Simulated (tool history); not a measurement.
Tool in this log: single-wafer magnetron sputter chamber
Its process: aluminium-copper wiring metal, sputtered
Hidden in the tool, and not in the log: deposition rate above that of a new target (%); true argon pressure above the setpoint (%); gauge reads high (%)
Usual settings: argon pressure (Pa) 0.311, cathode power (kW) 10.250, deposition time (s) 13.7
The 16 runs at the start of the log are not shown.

run    hour  argon pressure (Pa)  cathode power (kW)  deposition time (s)  wafers since the last listed run  wafers on the sputter target  hours since the last manometer calibration  hours since the magnet pack was replaced  hours since the gauge calibration  read-back reference wafer on the same gauge, thickness_nm  mean film thickness on the monitor wafer (Å)
 17   783.2                0.311              10.250                 13.7                               800                          1834                                       908.5                                     225.0                              443.8                                                    214.951                                       2634.29
      828.0  -- capacitance manometer re-zeroed and calibrated
 18   840.8                0.311              11.700                 15.9                               934                          2768                                        12.8                                     282.6                              501.4                                                    215.076                                       3534.08
 19   880.8                0.311              10.250                 13.7                               753                          3521                                        52.8                                     322.6                              541.4                                                    215.119                                       2660.44
 20   944.1                0.187              10.250                 13.7                              1192                          4713                                       116.1                                     385.9                              604.7                                                    215.141                                       2802.47
 21  1012.4                0.191               8.900                 11.7                              1286                          5999                                       184.4                                     454.2                              673.0                                                    215.031                                       2065.28
 22  1059.6                0.311              12.500                 12.8                               888                          6888                                       231.6                                     501.4                              720.2                                                    214.895                                       2978.02
     1080.2  -- sputter target and shields replaced
 23  1154.3                0.311              10.250                 13.7                              1632                          1395                                       326.3                                     596.1                              814.9                                                    215.008                                       2656.66
 24  1191.2                0.311               9.550                 13.7                               694                          2090                                       363.2                                     633.0                              851.8                                                    214.966                                       2469.85
 25  1259.8                0.365              11.400                 14.7                              1291                          3382                                       431.8                                     701.6                              920.4                                                    215.184                                       3092.59
 26  1303.2                0.397              10.250                 13.7                               817                          4199                                       475.2                                     745.0                              963.8                                                    215.068                                       2542.24
 27  1368.1                0.381               9.550                 11.6                              1222                          5422                                       540.1                                     809.9                             1028.7                                                    214.959                                       1993.45
 28  1402.3                0.311               9.450                 13.7                               644                          6066                                       574.3                                     844.1                             1062.9                                                    215.082                                       2408.39
     1431.1  -- sputter target and shields replaced
 29  1431.6                0.311              10.250                 13.7                               401                             9                                       603.6                                     873.4                             1092.2                                                    214.917                                       2648.48
 30  1503.6                0.266               8.000                 12.0                              1355                          1365                                       675.6                                     945.4                             1164.2                                                    214.926                                       1836.74
 31  1553.0                0.402               9.250                 16.1                               930                          2295                                       725.0                                     994.8                             1213.6                                                    215.029                                       2675.47
 32  1613.3                0.252              10.250                 15.2                              1135                          3430                                       785.3                                    1055.1                             1273.9                                                    214.999                                       3007.09
 33  1675.1                0.265               9.250                 15.1                              1163                          4594                                       847.1                                    1116.9                             1335.7                                                    214.923                                       2669.67
     1714.0  -- capacitance manometer re-zeroed and calibrated
 34  1729.3                0.396              10.250                 15.9                               870                          5464                                        15.3                                    1171.1                             1389.9                                                    214.962                                       2976.13

What if the next run were any one of these 4? Each begins from the tool's condition after run 34:
  A  1729.7                0.311              10.250                 13.7                                 7                          5472                                        15.7                                    1171.5                             1390.3                                                          ?                                             ?
  B  1729.7                0.399               8.950                 13.7                                 7                          5472                                        15.7                                    1171.5                             1390.3                                                          ?                                             ?
  C  1729.7                0.311              10.250                 11.2                                 7                          5472                                        15.7                                    1171.5                             1390.3                                                          ?                                             ?
  D  1729.7                0.236              10.250                 13.7                                 7                          5472                                        15.7                                    1171.5                             1390.3                                                          ?                                             ?

run  read-back reference wafer on the same gauge, thickness_nm  mean film thickness on the monitor wafer (Å)
  A                                                    214.909                                       2667.69
  B                                                    214.909                                       2242.81
  C                                                    214.909                                       2180.88
  D                                                    214.909                                       2756.34
Without the tool's hidden state the same runs would have given:
run  mean film thickness on the monitor wafer (Å)
  A                                       2695.22
  B                                       2265.87
  C                                       2203.39
  D                                       2784.88

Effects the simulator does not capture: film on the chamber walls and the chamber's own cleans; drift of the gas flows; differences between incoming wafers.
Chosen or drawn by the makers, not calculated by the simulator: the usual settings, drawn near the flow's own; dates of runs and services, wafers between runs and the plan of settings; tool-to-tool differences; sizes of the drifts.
